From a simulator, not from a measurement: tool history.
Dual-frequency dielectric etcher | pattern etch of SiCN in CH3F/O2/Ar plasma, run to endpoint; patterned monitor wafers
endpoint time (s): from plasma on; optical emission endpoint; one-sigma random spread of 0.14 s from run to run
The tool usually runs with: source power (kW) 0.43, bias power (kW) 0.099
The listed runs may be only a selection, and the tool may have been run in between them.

| run | hour | source power (kW) | bias power (kW) | incoming incoming film thickness, nm | endpoint time (s) |
|---|---|---|---|---|---|
| 1 | 0 | 0.43 | 0.099 | 8.74 | 19 |
| 2 | 33.1 | 0.43 | 0.099 | 8.67 | 18.3 |
| 3 | 60.7 | 0.46 | 0.099 | 8.63 | 17.7 |
| 4 | 79.6 | 0.43 | 0.099 | 8.69 | 18.3 |
| 5 | 92.6 | 0.43 | 0.099 | 8.7 | 18.4 |
| 6 | 115 | 0.5 | 0.099 | 8.76 | 17.1 |
| 7 | 131 | 0.5 | 0.099 | 8.76 | 17 |
| 8 | 145.8 | 0.5 | 0.099 | 8.72 | 17.1 |
| 9 | 159.6 | 0.43 | 0.099 | 8.76 | 18.5 |
| 10 | 194 | 0.43 | 0.099 | 8.77 | 18.4 |
| 11 | 216.7 | 0.43 | 0.099 | 8.65 | 18 |
| 12 | 248.2 | 0.43 | 0.099 | 8.66 | 18.4 |
| 13 | 266.7 | 0.43 | 0.099 | 8.67 | 18.1 |
| 14 | 305 | 0.43 | 0.081 | 8.71 | 20.5 |
| 15 | 308.2 | 0.43 | 0.081 | 8.65 | 20.3 |
| 16 | 341.4 | 0.43 | 0.099 | 8.62 | 18.8 |
| 17 | 367.9 | 0.43 | 0.099 | 8.7 | 18.9 |
| 18 | 394.5 | 0.34 | 0.112 | 8.64 | 20.4 |
| 19 | 422 | 0.39 | 0.117 | 8.7 | 18.2 |
| 20 | 444.8 | 0.47 | 0.077 | 8.71 | 19.5 |
| 21 | 472.4 | 0.43 | 0.099 | 8.67 | 18.5 |
| 22 | 492.3 | 0.43 | 0.099 | 8.64 | 18.2 |
| 23 | 518 | 0.47 | 0.084 | 8.69 | 18.5 |
| 24 | 553.7 | 0.38 | 0.088 | 8.67 | 20.6 |
| 25 | 582.4 | 0.53 | 0.084 | 8.72 | 17.4 |
| 26 | 600.8 | 0.43 | 0.099 | 8.71 | 18.1 |
| 27 | 628.8 | 0.43 | 0.099 | 8.69 | 18.1 |
| 28 | 666.7 | 0.53 | 0.105 | 8.74 | 15.8 |
| 29 | 711.3 | 0.5 | 0.099 | 8.72 | 17.2 |
| 30 | 725.2 | 0.36 | 0.099 | 8.78 | 20.9 |
| 31 | 753 | 0.39 | 0.119 | 8.79 | 18.6 |
| 32 | 773.6 | 0.5 | 0.091 | 8.63 | 17.6 |
| 33 | 807.6 | 0.34 | 0.099 | 8.74 | 21.6 |
| 34 | 819.7 | 0.43 | 0.099 | 8.7 | 18.7 |
| 35 | 836.3 | 0.43 | 0.099 | 8.7 | 18.7 |
| 36 | 869.1 | 0.43 | 0.099 | 8.73 | 18.4 |

Removed from this log: 5 entries logged between the listed runs. Between which two listed runs does each belong, and how does the tool's hidden state at the listed run before it compare with that at the listed run after it?
From run 13 to run 14: wet clean of the chamber (hour 304.5)
  etch rate over this chamber's usual, %: 4.23 -> 0.183
  difference, measured minus the result without the unlogged condition, endpoint time (s): -0.8 -> +0
From run 20 to run 21: bias power generator calibrated (hour 464.6); upper electrode replaced (hour 471.9)
  etch rate over this chamber's usual, %: 1.95 -> 2.3
  difference, measured minus the result without the unlogged condition, endpoint time (s): -0.3 -> -0.4
From run 26 to run 27: source power generator calibrated (hour 614.7)
  etch rate over this chamber's usual, %: 3.93 -> 4.29
  difference, measured minus the result without the unlogged condition, endpoint time (s): -0.7 -> -0.8
From run 28 to run 29: wet clean of the chamber (hour 710.8)
  etch rate over this chamber's usual, %: 4.77 -> 0.571
  difference, measured minus the result without the unlogged condition, endpoint time (s): -0.7 -> -0.1
